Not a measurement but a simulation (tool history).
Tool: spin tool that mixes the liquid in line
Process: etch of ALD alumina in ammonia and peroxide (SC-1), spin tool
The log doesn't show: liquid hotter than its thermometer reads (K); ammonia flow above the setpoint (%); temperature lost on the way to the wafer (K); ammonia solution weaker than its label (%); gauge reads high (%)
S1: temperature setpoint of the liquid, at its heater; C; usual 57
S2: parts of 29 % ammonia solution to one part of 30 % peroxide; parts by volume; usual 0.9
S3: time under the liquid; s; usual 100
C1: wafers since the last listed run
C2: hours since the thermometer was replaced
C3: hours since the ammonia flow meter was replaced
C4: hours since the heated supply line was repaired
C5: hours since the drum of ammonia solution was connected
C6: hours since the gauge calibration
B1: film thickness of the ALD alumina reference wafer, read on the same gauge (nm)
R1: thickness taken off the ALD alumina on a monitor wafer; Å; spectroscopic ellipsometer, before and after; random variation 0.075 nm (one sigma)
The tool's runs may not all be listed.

{"run": 1, "hour": 0.0, "S1": 49.5, "S2": 0.9, "S3": 100, "C1": 0, "C2": 2877.6, "C3": 1295.5, "C4": 370.6, "C5": 138.7, "C6": 2006.5, "B1": 100, "R1": 73.3}
{"run": 2, "hour": 32.7, "S1": 57, "S2": 0.9, "S3": 100, "C1": 292, "C2": 2910.3, "C3": 1328.2, "C4": 403.3, "C5": 171.4, "C6": 2039.2, "B1": 100, "R1": 108}
{"hour": 88.6, "done": "thermometer replaced"}
{"run": 3, "hour": 181.6, "S1": 57, "S2": 0.9, "S3": 100, "C1": 1322, "C2": 93, "C3": 1477.1, "C4": 552.2, "C5": 320.3, "C6": 2188.1, "B1": 99.99, "R1": 100.9}
{"run": 4, "hour": 247.0, "S1": 57, "S2": 0.9, "S3": 100, "C1": 584, "C2": 158.4, "C3": 1542.5, "C4": 617.6, "C5": 385.7, "C6": 2253.5, "B1": 100.01, "R1": 101.4}
{"run": 5, "hour": 311.0, "S1": 60.5, "S2": 0.7, "S3": 45, "C1": 572, "C2": 222.4, "C3": 1606.5, "C4": 681.6, "C5": 449.7, "C6": 2317.5, "B1": 100, "R1": 53.1}
{"hour": 332.8, "done": "new drum of ammonia solution connected"}
{"run": 6, "hour": 335.3, "S1": 64, "S2": 0.9, "S3": 100, "C1": 208, "C2": 246.7, "C3": 1630.8, "C4": 705.9, "C5": 2.5, "C6": 2341.8, "B1": 100, "R1": 142.3}
{"run": 7, "hour": 360.9, "S1": 64.5, "S2": 1.1, "S3": 50, "C1": 228, "C2": 272.3, "C3": 1656.4, "C4": 731.5, "C5": 28.1, "C6": 2367.4, "B1": 99.99, "R1": 74.8}
{"run": 8, "hour": 424.3, "S1": 57, "S2": 0.9, "S3": 140, "C1": 566, "C2": 335.7, "C3": 1719.8, "C4": 794.9, "C5": 91.5, "C6": 2430.8, "B1": 100.02, "R1": 139.8}
{"run": 9, "hour": 491.9, "S1": 63.5, "S2": 1.15, "S3": 75, "C1": 604, "C2": 403.3, "C3": 1787.4, "C4": 862.5, "C5": 159.1, "C6": 2498.4, "B1": 100.01, "R1": 106.6}
{"run": 10, "hour": 560.4, "S1": 54, "S2": 0.9, "S3": 100, "C1": 612, "C2": 471.8, "C3": 1855.9, "C4": 931, "C5": 227.6, "C6": 2566.9, "B1": 99.98, "R1": 84.7}
{"run": 11, "hour": 584.5, "S1": 57, "S2": 0.9, "S3": 155, "C1": 215, "C2": 495.9, "C3": 1880, "C4": 955.1, "C5": 251.7, "C6": 2591, "B1": 99.98, "R1": 153.3}
{"run": 12, "hour": 611.3, "S1": 57, "S2": 0.9, "S3": 100, "C1": 239, "C2": 522.7, "C3": 1906.8, "C4": 981.9, "C5": 278.5, "C6": 2617.8, "B1": 99.97, "R1": 98.7}
{"run": 13, "hour": 639.3, "S1": 57, "S2": 0.9, "S3": 100, "C1": 250, "C2": 550.7, "C3": 1934.8, "C4": 1009.9, "C5": 306.5, "C6": 2645.8, "B1": 99.96, "R1": 98.8}
{"run": 14, "hour": 669.3, "S1": 48.5, "S2": 0.9, "S3": 100, "C1": 268, "C2": 580.7, "C3": 1964.8, "C4": 1039.9, "C5": 336.5, "C6": 2675.8, "B1": 100.02, "R1": 62.7}
{"run": 15, "hour": 720.8, "S1": 47.5, "S2": 1.2, "S3": 150, "C1": 460, "C2": 632.2, "C3": 2016.3, "C4": 1091.4, "C5": 388, "C6": 2727.3, "B1": 99.97, "R1": 90.6}
{"hour": 721.9, "done": "ammonia flow meter replaced"}
{"hour": 749.7, "done": "gauge calibrated"}
{"hour": 761.1, "done": "heated supply line repaired"}
{"run": 16, "hour": 782.1, "S1": 57, "S2": 0.9, "S3": 100, "C1": 530, "C2": 693.5, "C3": 60.2, "C4": 21, "C5": 449.3, "C6": 32.4, "B1": 100.01, "R1": 105.8}
{"run": 17, "hour": 810.8, "S1": 57, "S2": 0.9, "S3": 100, "C1": 256, "C2": 722.2, "C3": 88.9, "C4": 49.7, "C5": 478, "C6": 61.1, "B1": 99.99, "R1": 104.8}
{"hour": 848.6, "done": "new drum of ammonia solution connected"}
{"run": 18, "hour": 870.6, "S1": 57, "S2": 0.9, "S3": 120, "C1": 525, "C2": 782, "C3": 148.7, "C4": 109.5, "C5": 22, "C6": 120.9, "B1": 99.99, "R1": 124.8}
{"run": 19, "hour": 936.8, "S1": 57, "S2": 0.9, "S3": 100, "C1": 591, "C2": 848.2, "C3": 214.9, "C4": 175.7, "C5": 88.2, "C6": 187.1, "B1": 99.98, "R1": 105.5}
{"run": 20, "hour": 967.2, "S1": 50, "S2": 0.5, "S3": 155, "C1": 271, "C2": 878.6, "C3": 245.3, "C4": 206.1, "C5": 118.6, "C6": 217.5, "B1": 100.04, "R1": 106.1}
{"run": 21, "hour": 1034.5, "S1": 60, "S2": 0.65, "S3": 130, "C1": 601, "C2": 945.9, "C3": 312.6, "C4": 273.4, "C5": 185.9, "C6": 284.8, "B1": 100, "R1": 155.9}
{"run": 22, "hour": 1102.7, "S1": 50.5, "S2": 0.6, "S3": 75, "C1": 609, "C2": 1014.1, "C3": 380.8, "C4": 341.6, "C5": 254.1, "C6": 353, "B1": 100.01, "R1": 53.3}
{"run": 23, "hour": 1146.3, "S1": 57, "S2": 0.9, "S3": 100, "C1": 389, "C2": 1057.7, "C3": 424.4, "C4": 385.2, "C5": 297.7, "C6": 396.6, "B1": 99.99, "R1": 103.9}
{"run": 24, "hour": 1199.9, "S1": 52.5, "S2": 0.9, "S3": 100, "C1": 479, "C2": 1111.3, "C3": 478, "C4": 438.8, "C5": 351.3, "C6": 450.2, "B1": 100.01, "R1": 82.2}
{"run": 25, "hour": 1246.3, "S1": 50, "S2": 0.5, "S3": 155, "C1": 414, "C2": 1157.7, "C3": 524.4, "C4": 485.2, "C5": 397.7, "C6": 496.6, "B1": 100.02, "R1": 104.9}

4 ways to go on from here, each from the tool as it stands after run 25. What would each give?
{"run": "A", "hour": 1246.7, "S1": 66.5, "S2": 0.9, "S3": 100, "C1": 3, "C2": 1158.1, "C3": 524.8, "C4": 485.6, "C5": 398.1, "C6": 497, "B1": "?", "R1": "?"}
{"run": "B", "hour": 1246.7, "S1": 66.5, "S2": 0.45, "S3": 145, "C1": 3, "C2": 1158.1, "C3": 524.8, "C4": 485.6, "C5": 398.1, "C6": 497, "B1": "?", "R1": "?"}
{"run": "C", "hour": 1246.7, "S1": 49, "S2": 0.55, "S3": 155, "C1": 3, "C2": 1158.1, "C3": 524.8, "C4": 485.6, "C5": 398.1, "C6": 497, "B1": "?", "R1": "?"}
{"run": "D", "hour": 1246.7, "S1": 52.5, "S2": 0.7, "S3": 75, "C1": 3, "C2": 1158.1, "C3": 524.8, "C4": 485.6, "C5": 398.1, "C6": 497, "B1": "?", "R1": "?"}

run=A B1=100.02 R1=170.5
run=B B1=100.02 R1=231.7
run=C B1=100.02 R1=101.4
run=D B1=100.02 R1=60.8
Without the tool's hidden state the same runs would have given:
run=A R1=170
run=B R1=230.9
run=C R1=101
run=D R1=60.5

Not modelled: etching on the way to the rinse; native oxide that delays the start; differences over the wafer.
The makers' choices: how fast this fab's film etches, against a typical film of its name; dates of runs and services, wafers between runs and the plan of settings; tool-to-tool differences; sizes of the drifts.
